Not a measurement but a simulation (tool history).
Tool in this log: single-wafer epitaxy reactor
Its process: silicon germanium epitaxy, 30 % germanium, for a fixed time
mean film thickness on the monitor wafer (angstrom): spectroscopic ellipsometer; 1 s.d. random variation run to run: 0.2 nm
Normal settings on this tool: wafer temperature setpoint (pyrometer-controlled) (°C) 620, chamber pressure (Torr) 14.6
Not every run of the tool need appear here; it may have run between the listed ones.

| run | day | wafer temperature setpoint (pyrometer-controlled) (°C) | chamber pressure (Torr) | read-back reference wafer on the same gauge, thickness_nm | mean film thickness on the monitor wafer (angstrom) |
|---|---|---|---|---|---|
| 1 | 0.000 | 620 | 14.6 | 76.355 | 746.07 |
| 2 | 1.262 | 620 | 14.6 | 76.367 | 744.35 |
| 3 | 2.542 | 620 | 14.6 | 76.366 | 745.40 |
| 4 | 3.954 | 620 | 14.6 | 76.298 | 742.89 |
|  | 5.933 | gauge calibrated |
| 5 | 6.942 | 620 | 14.6 | 77.414 | 753.23 |
| 6 | 8.746 | 620 | 14.6 | 77.351 | 756.55 |
| 7 | 10.112 | 620 | 14.6 | 77.299 | 751.14 |
| 8 | 13.008 | 620 | 12.5 | 77.199 | 695.41 |
| 9 | 14.733 | 620 | 12.5 | 77.173 | 694.96 |
| 10 | 17.046 | 620 | 14.6 | 77.131 | 753.76 |
| 11 | 19.796 | 620 | 14.6 | 77.015 | 751.15 |
| 12 | 22.504 | 620 | 14.6 | 76.965 | 755.32 |
| 13 | 25.021 | 620 | 11.2 | 76.925 | 649.10 |
|  | 25.608 | showerhead replaced |
| 14 | 27.367 | 629 | 16.0 | 76.919 | 933.61 |
| 15 | 30.112 | 620 | 17.7 | 76.843 | 822.19 |
| 16 | 32.146 | 612 | 17.0 | 76.784 | 690.51 |
| 17 | 33.208 | 620 | 14.6 | 76.735 | 748.30 |
| 18 | 34.442 | 629 | 14.6 | 76.762 | 889.76 |
|  | 34.817 | pyrometer calibrated |
|  | 36.404 | capacitance manometer re-zeroed and calibrated |
| 19 | 36.667 | 620 | 14.6 | 76.737 | 747.05 |
| 20 | 39.062 | 620 | 17.5 | 76.656 | 819.06 |
| 21 | 40.958 | 620 | 14.6 | 76.651 | 745.82 |

Predict the results of run 22:
| 22 | 42.254 | 613 | 12.8 | ? | ? |

{"run 22": {"read-back reference wafer on the same gauge, thickness_nm": 76.686, "mean film thickness on the monitor wafer (angstrom)": 602.39}}
With no hidden state in the tool, this same run would have given mean film thickness on the monitor wafer (angstrom) 608.26.

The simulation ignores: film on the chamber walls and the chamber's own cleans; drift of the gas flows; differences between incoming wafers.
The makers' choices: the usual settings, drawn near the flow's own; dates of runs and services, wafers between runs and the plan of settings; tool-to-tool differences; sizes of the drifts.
